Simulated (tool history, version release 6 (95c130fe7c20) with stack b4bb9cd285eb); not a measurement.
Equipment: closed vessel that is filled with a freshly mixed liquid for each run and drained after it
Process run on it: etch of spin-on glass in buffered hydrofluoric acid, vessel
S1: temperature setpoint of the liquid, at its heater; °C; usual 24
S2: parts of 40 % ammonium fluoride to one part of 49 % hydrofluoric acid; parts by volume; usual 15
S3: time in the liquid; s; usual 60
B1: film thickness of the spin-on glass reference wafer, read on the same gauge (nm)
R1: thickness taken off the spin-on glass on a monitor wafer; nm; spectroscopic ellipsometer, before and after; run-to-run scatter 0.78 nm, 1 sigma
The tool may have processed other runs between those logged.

run	day	S1	S2	S3	B1	R1
1	0	24	15	60	130.02	136.98
2	0.679	24	15	60	130.01	137.19
3	1.229	24	15	60	130.02	137.57
4	1.521	24	15	60	129.97	138.33
5	2.183	24	15	60	130.01	137.59
6	2.821	24	18	60	130	115.33
7	3.571	24	15	60	129.98	137.62
8	3.879	27.5	15	60	129.99	165.41
9	4.258	27.5	15	60	129.96	164.41
10	4.796	27.5	15	60	130.01	165.85
11	6.217	24	15	60	130	137.1
12	6.617	24	15	60	129.99	137.67
13	7.25	24	13.5	35	129.98	88.98
# day 7.888: gauge calibrated
14	7.962	24	13.5	35	129.99	88.24
15	8.462	24	15	60	130.01	136.21
# day 8.658: hydrofluoric acid flow meter replaced
16	9.033	24	15	60	129.99	156.19
17	9.579	26.5	11.5	45	130.02	176.45

For run 18, what comes out?
# day 10.021: thermometer replaced
18	10.15	26.5	15	60	?	?

B1: 130.01
R1: 162.16 nm
Take away the tool's hidden state, keep the run-to-run variation as it was, and the same run would have given R1 158.19 nm.
